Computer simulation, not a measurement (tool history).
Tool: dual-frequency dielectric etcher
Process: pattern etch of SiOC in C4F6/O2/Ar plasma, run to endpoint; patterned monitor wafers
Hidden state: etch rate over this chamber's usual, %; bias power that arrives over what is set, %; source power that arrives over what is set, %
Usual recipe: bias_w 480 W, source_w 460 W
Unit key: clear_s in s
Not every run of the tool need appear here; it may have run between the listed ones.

run	hour	bias_w	source_w	wafers since the last listed run	hours since the last wet clean	hours since the last bias power generator calibration	hours since the last source power generator calibration	hours since the last upper electrode change	incoming incoming film thickness, nm	clear_s
1	0	480	460	0	326.8	2491.4	2199.4	5134	50.2	16.3
2	58.8	480	460	1165	385.6	2550.2	2258.2	5192.8	49.52	16.2
3	84	480	460	499	410.8	2575.4	2283.4	5218	49.47	16.2
4	147.8	480	460	1265	474.6	2639.2	2347.2	5281.8	50.28	16.3
5	175	480	460	539	501.8	2666.4	2374.4	5309	49.67	16.3
# hour 232.9: upper electrode replaced
6	233.4	480	460	682	560.2	2724.8	2432.8	0.5	49.81	16.4
# hour 271.5: wet clean of the chamber
7	284	480	460	527	12.5	2775.4	2483.4	51.1	50.22	16.5
# hour 311.2: bias power generator calibrated
# hour 317.3: source power generator calibrated
8	329.6	480	460	745	58.1	18.4	12.3	96.7	50.1	16.4
9	370.8	442	550	816	99.3	59.6	53.5	137.9	49.87	15.7
10	441.2	480	560	1395	169.7	130	123.9	208.3	50.12	15.3
11	487.1	379	400	910	215.6	175.9	169.8	254.2	49.9	18.6
12	514.2	534	360	537	242.7	203	196.9	281.3	49.76	17.3
13	584.6	399	340	1395	313.1	273.4	267.3	351.7	49.88	19.4
14	643.9	480	460	1175	372.4	332.7	326.6	411	49.83	16.2
15	706	523	530	1231	434.5	394.8	388.7	473.1	50.38	15.3
16	749.9	480	460	870	478.4	438.7	432.6	517	50.4	16.4

Branching from run 16: 4 alternative next runs. What would each branch give?
A	750.3	480	460	7	478.8	439.1	433	517.4	49.76	?
B	750.3	579	520	7	478.8	439.1	433	517.4	49.76	?
C	750.3	552	390	7	478.8	439.1	433	517.4	49.76	?
D	750.3	371	580	7	478.8	439.1	433	517.4	49.76	?

run	clear_s
A	16.3
B	14.7
C	16.5
D	16.2
Take away the tool's hidden state, keep each run's random variation, and the runs would have read:
run	clear_s
A	16.3
B	14.7
C	16.5
D	16.2
